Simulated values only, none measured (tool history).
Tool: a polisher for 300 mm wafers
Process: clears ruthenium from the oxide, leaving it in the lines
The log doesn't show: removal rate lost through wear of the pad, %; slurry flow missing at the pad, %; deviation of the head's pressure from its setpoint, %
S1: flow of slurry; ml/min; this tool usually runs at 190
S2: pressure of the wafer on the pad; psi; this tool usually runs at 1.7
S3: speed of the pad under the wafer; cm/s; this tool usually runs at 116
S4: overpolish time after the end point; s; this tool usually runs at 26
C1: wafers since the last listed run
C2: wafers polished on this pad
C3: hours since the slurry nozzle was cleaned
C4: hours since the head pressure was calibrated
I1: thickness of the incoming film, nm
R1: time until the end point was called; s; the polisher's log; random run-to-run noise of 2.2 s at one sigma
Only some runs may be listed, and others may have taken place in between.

{"run": 1, "day": 0.0, "S1": 190, "S2": 1.7, "S3": 88, "S4": 26, "C1": 0, "C2": 599, "C3": 239.7, "C4": 58.5, "I1": 115.7, "R1": 148.9}
{"run": 2, "day": 1.15, "S1": 190, "S2": 1.7, "S3": 88, "S4": 26, "C1": 136, "C2": 736, "C3": 267.3, "C4": 86.1, "I1": 115.3, "R1": 147.0}
{"day": 2.267, "done": "worn pad replaced by a new one"}
{"run": 3, "day": 2.288, "S1": 190, "S2": 1.8, "S3": 116, "S4": 16, "C1": 115, "C2": 2, "C3": 294.6, "C4": 113.4, "I1": 114.7, "R1": 116.3}
{"run": 4, "day": 3.212, "S1": 190, "S2": 1.8, "S3": 116, "S4": 16, "C1": 109, "C2": 112, "C3": 316.8, "C4": 135.6, "I1": 115.2, "R1": 117.3}
{"run": 5, "day": 4.608, "S1": 190, "S2": 1.8, "S3": 116, "S4": 16, "C1": 165, "C2": 277, "C3": 350.3, "C4": 169.1, "I1": 114.3, "R1": 112.7}
{"run": 6, "day": 5.2, "S1": 190, "S2": 1.7, "S3": 104, "S4": 26, "C1": 70, "C2": 348, "C3": 364.5, "C4": 183.3, "I1": 113.3, "R1": 128.3}
{"run": 7, "day": 5.875, "S1": 190, "S2": 1.7, "S3": 104, "S4": 26, "C1": 80, "C2": 428, "C3": 380.7, "C4": 199.5, "I1": 114.7, "R1": 131.6}
{"run": 8, "day": 6.592, "S1": 190, "S2": 1.7, "S3": 104, "S4": 26, "C1": 85, "C2": 513, "C3": 397.9, "C4": 216.7, "I1": 113.1, "R1": 129.0}
{"run": 9, "day": 7.25, "S1": 190, "S2": 1.4, "S3": 116, "S4": 26, "C1": 78, "C2": 591, "C3": 413.7, "C4": 232.5, "I1": 114.8, "R1": 147.6}
{"run": 10, "day": 8.717, "S1": 190, "S2": 1.7, "S3": 116, "S4": 18, "C1": 173, "C2": 765, "C3": 448.9, "C4": 267.7, "I1": 116.2, "R1": 127.2}
{"day": 8.938, "done": "worn pad replaced by a new one"}
{"run": 11, "day": 9.558, "S1": 190, "S2": 1.7, "S3": 116, "S4": 26, "C1": 80, "C2": 73, "C3": 469.1, "C4": 287.9, "I1": 115.9, "R1": 128.5}
{"day": 10.583, "done": "slurry nozzle cleaned"}
{"run": 12, "day": 10.95, "S1": 250, "S2": 1.7, "S3": 128, "S4": 26, "C1": 160, "C2": 233, "C3": 8.8, "C4": 321.3, "I1": 114.3, "R1": 99.2}
{"run": 13, "day": 11.796, "S1": 190, "S2": 1.4, "S3": 116, "S4": 26, "C1": 100, "C2": 334, "C3": 29.1, "C4": 341.6, "I1": 115.4, "R1": 137.6}
{"run": 14, "day": 12.792, "S1": 155, "S2": 1.7, "S3": 116, "S4": 26, "C1": 118, "C2": 452, "C3": 53.0, "C4": 365.5, "I1": 114.2, "R1": 117.9}
{"run": 15, "day": 13.754, "S1": 190, "S2": 1.7, "S3": 116, "S4": 26, "C1": 114, "C2": 566, "C3": 76.1, "C4": 388.6, "I1": 115.1, "R1": 114.1}
{"day": 14.462, "done": "head pressure recalibrated"}
{"run": 16, "day": 15.058, "S1": 190, "S2": 1.7, "S3": 116, "S4": 34, "C1": 144, "C2": 711, "C3": 107.4, "C4": 14.3, "I1": 114.5, "R1": 117.2}
{"run": 17, "day": 16.033, "S1": 190, "S2": 1.7, "S3": 116, "S4": 26, "C1": 115, "C2": 826, "C3": 130.8, "C4": 37.7, "I1": 114.1, "R1": 112.9}
{"day": 16.704, "done": "worn pad replaced by a new one"}
{"run": 18, "day": 16.954, "S1": 190, "S2": 2.0, "S3": 134, "S4": 26, "C1": 89, "C2": 29, "C3": 152.9, "C4": 59.8, "I1": 115.2, "R1": 89.6}
{"run": 19, "day": 18.196, "S1": 190, "S2": 1.5, "S3": 82, "S4": 41, "C1": 147, "C2": 176, "C3": 182.7, "C4": 89.6, "I1": 115.1, "R1": 171.1}
{"run": 20, "day": 19.542, "S1": 190, "S2": 2.0, "S3": 116, "S4": 13, "C1": 159, "C2": 336, "C3": 215.0, "C4": 121.9, "I1": 114.6, "R1": 99.5}
{"run": 21, "day": 20.454, "S1": 130, "S2": 2.3, "S3": 116, "S4": 41, "C1": 108, "C2": 444, "C3": 236.9, "C4": 143.8, "I1": 115.5, "R1": 93.8}

Each row is a separate what-if for the run after 21, all from the same tool condition, not one after another. Results?
{"run": "A", "day": 20.475, "S1": 190, "S2": 1.7, "S3": 116, "S4": 26, "C1": 2, "C2": 447, "C3": 237.4, "C4": 144.3, "I1": 114.3, "R1": "?"}
{"run": "B", "day": 20.475, "S1": 130, "S2": 1.3, "S3": 76, "S4": 11, "C1": 2, "C2": 447, "C3": 237.4, "C4": 144.3, "I1": 114.3, "R1": "?"}
{"run": "C", "day": 20.475, "S1": 130, "S2": 1.7, "S3": 134, "S4": 26, "C1": 2, "C2": 447, "C3": 237.4, "C4": 144.3, "I1": 114.3, "R1": "?"}

run=A R1=119.3
run=B R1=223.3
run=C R1=114.4
Without the tool's unlogged condition, the same runs would have read:
run=A R1=115.3
run=B R1=213.2
run=C R1=109.2
